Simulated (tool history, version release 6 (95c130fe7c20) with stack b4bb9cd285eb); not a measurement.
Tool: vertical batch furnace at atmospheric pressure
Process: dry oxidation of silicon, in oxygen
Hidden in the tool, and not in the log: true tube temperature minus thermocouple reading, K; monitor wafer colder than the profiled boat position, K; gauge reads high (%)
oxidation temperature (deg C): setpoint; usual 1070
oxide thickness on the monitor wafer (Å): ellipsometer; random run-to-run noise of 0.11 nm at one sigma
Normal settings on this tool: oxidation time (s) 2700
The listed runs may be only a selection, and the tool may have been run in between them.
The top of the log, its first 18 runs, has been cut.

run,day,oxidation temperature (deg C),oxidation time (s),wafers since the last listed run,hours since the last temperature calibration,hours since the boat lift was adjusted,hours since the gauge calibration,"read-back reference wafer on the same gauge, thickness",oxide thickness on the monitor wafer (Å)
# day 16.742: boat lift adjusted
19,17.083,1070,2700,306,5083.4,8.2,743.7,80.59,735.6
20,17.754,1070,2700,207,5099.5,24.3,759.8,80.62,733.8
21,19.067,1056,3510,405,5131.0,55.8,791.3,80.60,778.0
22,20.383,1070,3060,407,5162.6,87.4,822.9,80.56,795.4
23,20.917,1091,2700,164,5175.4,100.2,835.7,80.66,861.6
24,22.171,1070,2700,387,5205.5,130.3,865.8,80.59,737.2
# day 22.642: gauge calibrated
25,23.612,1057,2040,445,5240.1,164.9,23.3,80.60,558.7
26,24.233,1070,1740,191,5255.0,179.8,38.2,80.64,561.0
27,25.254,1060,3480,315,5279.5,204.3,62.7,80.63,795.7
28,25.908,1052,2190,202,5295.2,220.0,78.4,80.58,558.9
# day 27.350: thermocouples replaced and temperature profile calibrated
29,27.371,1091,2700,143,0.5,255.1,113.5,80.59,828.4
30,27.879,1070,2700,157,12.7,267.3,125.7,80.58,705.6
31,28.967,1059,3090,336,38.8,293.4,151.8,80.59,703.2
32,29.692,1079,1650,224,56.2,310.8,169.2,80.57,559.0
33,30.775,1058,3360,335,82.2,336.8,195.2,80.59,737.4
34,31.458,1091,1980,211,98.6,353.2,211.6,80.60,688.5
35,32.262,1055,2700,248,117.9,372.5,230.9,80.63,625.3
36,33.608,1070,2220,416,150.2,404.8,263.2,80.58,628.4
37,34.354,1070,2700,230,168.1,422.7,281.1,80.58,707.4
38,35.650,1056,3870,400,199.2,453.8,312.2,80.65,794.5

Each row is a separate what-if for the run after 38, all from the same tool condition, not one after another. Results?
A,35.817,1070,2700,51,203.2,457.8,316.2,?,?
B,35.817,1049,3630,51,203.2,457.8,316.2,?,?
C,35.817,1057,3990,51,203.2,457.8,316.2,?,?
D,35.817,1082,3540,51,203.2,457.8,316.2,?,?
E,35.817,1083,1440,51,203.2,457.8,316.2,?,?

run,"read-back reference wafer on the same gauge, thickness",oxide thickness on the monitor wafer (Å)
A,80.62,708.4
B,80.62,720.5
C,80.62,817.8
D,80.62,921.0
E,80.62,534.3
With the hidden condition removed and each run's random variation left untouched, the same runs would have given:
run,oxide thickness on the monitor wafer (Å)
A,704.6
B,716.4
C,813.4
D,916.3
E,531.5

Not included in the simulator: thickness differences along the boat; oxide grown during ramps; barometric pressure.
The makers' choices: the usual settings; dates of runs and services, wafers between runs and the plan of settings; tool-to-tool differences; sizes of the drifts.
